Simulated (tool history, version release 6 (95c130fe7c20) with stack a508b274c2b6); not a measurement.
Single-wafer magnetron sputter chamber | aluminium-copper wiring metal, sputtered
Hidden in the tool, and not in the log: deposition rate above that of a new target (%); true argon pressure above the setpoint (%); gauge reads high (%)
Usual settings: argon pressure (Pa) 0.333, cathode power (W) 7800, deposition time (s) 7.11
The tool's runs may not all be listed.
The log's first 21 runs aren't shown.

run	hour	argon pressure (Pa)	cathode power (W)	deposition time (s)	wafers since the last listed run	wafers on the sputter target	hours since the last manometer calibration	hours since the magnet pack was replaced	hours since the gauge calibration	read-back reference wafer on the same gauge, thickness_nm	mean film thickness on the monitor wafer (Å)
22	983.7	0.464	7800	7.11	1662	8042	1736.8	10388.4	404.3	87.000	947.03
# hour 1037.0: capacitance manometer re-zeroed and calibrated
23	1128.8	0.393	7800	7.11	5132	13175	91.8	10533.5	549.4	87.053	933.10
# hour 1143.6: magnet pack replaced
# hour 1170.2: sputter target and shields replaced
24	1200.1	0.377	8650	6.40	2070	1120	163.1	56.5	620.7	87.008	975.20
25	1262.5	0.333	7800	7.11	2335	3456	225.5	118.9	683.1	86.967	986.15
26	1327.1	0.333	7800	7.92	2418	5874	290.1	183.5	747.7	87.052	1094.72
27	1375.9	0.453	6650	6.66	1826	7701	338.9	232.3	796.5	86.925	739.25
28	1406.7	0.270	7250	7.11	1153	8854	369.7	263.1	827.3	86.963	947.12
29	1468.6	0.425	8900	7.64	2317	11172	431.6	325.0	889.2	87.011	1133.27
30	1498.9	0.333	7800	7.11	1134	12306	461.9	355.3	919.5	86.988	983.79
# hour 1535.0: sputter target and shields replaced
31	1544.6	0.333	7800	7.11	1411	358	507.6	401.0	965.2	86.963	1006.24
32	1574.2	0.450	6050	5.83	1108	1466	537.2	430.6	994.8	87.083	609.00
33	1644.1	0.333	9250	6.17	2616	4082	607.1	500.5	1064.7	87.027	1012.41
34	1675.2	0.449	7800	6.15	1164	5247	638.2	531.6	1095.8	87.001	796.23
35	1731.4	0.333	7800	7.98	2103	7351	694.4	587.8	1152.0	86.931	1108.66

Forecast each of these 3 alternatives for the next run:
A	1731.8	0.333	7800	7.11	14	7366	694.8	588.2	1152.4	?	?
B	1731.8	0.333	6350	6.13	14	7366	694.8	588.2	1152.4	?	?
C	1731.8	0.333	7800	8.17	14	7366	694.8	588.2	1152.4	?	?

run	read-back reference wafer on the same gauge, thickness_nm	mean film thickness on the monitor wafer (Å)
A	86.974	985.94
B	86.974	703.90
C	86.974	1132.93
Without the tool's hidden state the same runs would have given:
run	mean film thickness on the monitor wafer (Å)
A	1013.03
B	723.25
C	1164.06

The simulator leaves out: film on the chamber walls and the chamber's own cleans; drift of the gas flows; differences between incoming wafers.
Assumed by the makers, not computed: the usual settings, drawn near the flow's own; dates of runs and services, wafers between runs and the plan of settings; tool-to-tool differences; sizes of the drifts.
